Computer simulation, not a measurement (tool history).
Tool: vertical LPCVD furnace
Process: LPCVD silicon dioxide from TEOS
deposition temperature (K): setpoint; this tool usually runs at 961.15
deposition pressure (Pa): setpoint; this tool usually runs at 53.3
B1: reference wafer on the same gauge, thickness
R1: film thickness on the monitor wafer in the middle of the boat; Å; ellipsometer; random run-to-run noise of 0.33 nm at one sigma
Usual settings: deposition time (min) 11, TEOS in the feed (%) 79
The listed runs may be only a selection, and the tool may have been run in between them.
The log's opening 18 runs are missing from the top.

Run 19, hour 1176.3: usual settings but deposition pressure (Pa) 58.7; B1 69.7. Result: R1 879.6 Å.
At hour 1215.3: TEOS flow controller replaced.
Run 20, hour 1224.4: usual settings; B1 69.83. Result: R1 846.3 Å.
Run 21, hour 1250.4: usual settings; B1 69.82. Result: R1 838.4 Å.
Run 22, hour 1306.9: usual settings but deposition temperature (K) 951.15, deposition time (min) 15, TEOS in the feed (%) 70; B1 69.82. Result: R1 843.5 Å.
Run 23, hour 1341.6: usual settings; B1 69.82. Result: R1 837.8 Å.
Run 24, hour 1395.5: usual settings but deposition pressure (Pa) 62.7; B1 69.84. Result: R1 910.2 Å.
Run 25, hour 1439.4: usual settings but deposition temperature (K) 955.15; B1 69.72. Result: R1 724.6 Å.
Run 26, hour 1496.7: usual settings but deposition pressure (Pa) 47.3, deposition time (min) 9.5; B1 69.74. Result: R1 680.5 Å.
Run 27, hour 1550.9: usual settings; B1 69.74. Result: R1 834.1 Å.
Run 28, hour 1592.2: usual settings; B1 69.83. Result: R1 839.8 Å.
Run 29, hour 1656.5: usual settings but deposition temperature (K) 965.15, TEOS in the feed (%) 66; B1 69.88. Result: R1 844.1 Å.
Run 30, hour 1707.1: usual settings but deposition pressure (Pa) 45.3; B1 69.84. Result: R1 765 Å.

5 ways to go on from here, each from the tool as it stands after run 30. What would each give?
Run A, hour 1711.5: usual settings but TEOS in the feed (%) 84; B1 ?. Result: R1 ?.
Run B, hour 1711.5: usual settings but deposition pressure (Pa) 46, TEOS in the feed (%) 72; B1 ?. Result: R1 ?.
Run C, hour 1711.5: usual settings but deposition temperature (K) 965.15, deposition pressure (Pa) 42, deposition time (min) 9.5, TEOS in the feed (%) 84; B1 ?. Result: R1 ?.
Run D, hour 1711.5: usual settings but deposition temperature (K) 970.15; B1 ?. Result: R1 ?.
Run E, hour 1711.5: usual settings but deposition temperature (K) 956.15; B1 ?. Result: R1 ?.

run     B1      R1
  A  69.83   863.4
  B  69.83     740
  C  69.83   723.8
  D  69.83  1035.7
  E  69.83   742.7
With no hidden state in the tool, these same runs would have given:
run      R1
  A   880.3
  B   756.9
  C   741.9
  D  1055.9
  E   757.2
